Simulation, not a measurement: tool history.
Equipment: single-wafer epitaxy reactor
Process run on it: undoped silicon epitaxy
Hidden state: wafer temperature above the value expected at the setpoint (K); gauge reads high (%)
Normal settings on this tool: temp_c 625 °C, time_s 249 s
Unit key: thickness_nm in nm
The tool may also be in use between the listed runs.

run,hour,temp_c,time_s,wafers since the last listed run,hours since the last pyrometer calibration,hours since the gauge calibration,"read-back reference wafer on the same gauge, thickness_nm",thickness_nm
1,0.0,625,249,0,263.5,533.9,23.516,25.346
2,61.0,625,249,380,324.5,594.9,23.504,25.155
3,119.6,625,249,365,383.1,653.5,23.494,25.177
4,168.9,621,263,307,432.4,702.8,23.517,23.973
5,219.2,621,263,313,482.7,753.1,23.496,23.939
6,254.2,625,227,218,517.7,788.1,23.496,22.883
7,300.1,625,267,286,563.6,834.0,23.501,26.955
8,330.3,625,267,188,593.8,864.2,23.504,26.851
9,383.9,625,267,334,647.4,917.8,23.504,26.855
10,433.6,625,249,309,697.1,967.5,23.494,25.129
11,462.2,625,249,178,725.7,996.1,23.500,25.108
12,491.1,625,249,180,754.6,1025.0,23.493,25.050
13,517.3,625,249,163,780.8,1051.2,23.474,24.899
14,574.8,625,233,358,838.3,1108.7,23.472,23.188
15,644.2,625,233,432,907.7,1178.1,23.532,23.157
16,686.8,625,249,265,950.3,1220.7,23.478,24.821
17,753.1,640,291,413,1016.6,1287.0,23.512,42.469
18,795.8,621,263,266,1059.3,1329.7,23.493,23.398
# hour 818.6: pyrometer calibrated
19,850.4,632,249,290,31.8,1384.3,23.490,30.289
20,909.2,633,200,366,90.6,1443.1,23.472,24.927
21,1077.5,635,278,1049,258.9,1611.4,23.513,36.698
22,1141.3,625,262,397,322.7,1675.2,23.473,26.521
# hour 1159.9: gauge calibrated
23,1178.2,621,227,230,359.6,18.3,23.486,20.689
24,1217.5,639,289,245,398.9,57.6,23.507,41.996
25,1268.6,630,296,318,450.0,108.7,23.507,34.058
26,1334.4,630,249,410,515.8,174.5,23.503,28.608
27,1383.1,625,249,303,564.5,223.2,23.509,25.068
28,1413.4,631,267,188,594.8,253.5,23.487,31.461
29,1451.1,614,223,235,632.5,291.2,23.500,16.749
30,1521.5,625,249,438,702.9,361.6,23.503,24.928

Some steps in thickness_nm between neighbouring runs. How much of each would the tool show without its hidden state too (settings, what came in, random variation), and how much is left for the hidden state, with any gauge scatter that isn't in both results?
Run 16 -> 17: temp_c 625 -> 640, time_s 249 -> 291. thickness_nm +17.648 nm: hidden state -0.514, all else +18.162.
Run 17 -> 18: temp_c 640 -> 621, time_s 291 -> 263. thickness_nm -19.071 nm: hidden state +0.406, all else -19.477.
Run 18 -> 19: temp_c 621 -> 632, time_s 263 -> 249, pyrometer calibrated. thickness_nm +6.891 nm: hidden state +0.604, all else +6.287.
Run 23 -> 24: temp_c 621 -> 639, time_s 227 -> 289. thickness_nm +21.307 nm: hidden state -0.150, all else +21.457.

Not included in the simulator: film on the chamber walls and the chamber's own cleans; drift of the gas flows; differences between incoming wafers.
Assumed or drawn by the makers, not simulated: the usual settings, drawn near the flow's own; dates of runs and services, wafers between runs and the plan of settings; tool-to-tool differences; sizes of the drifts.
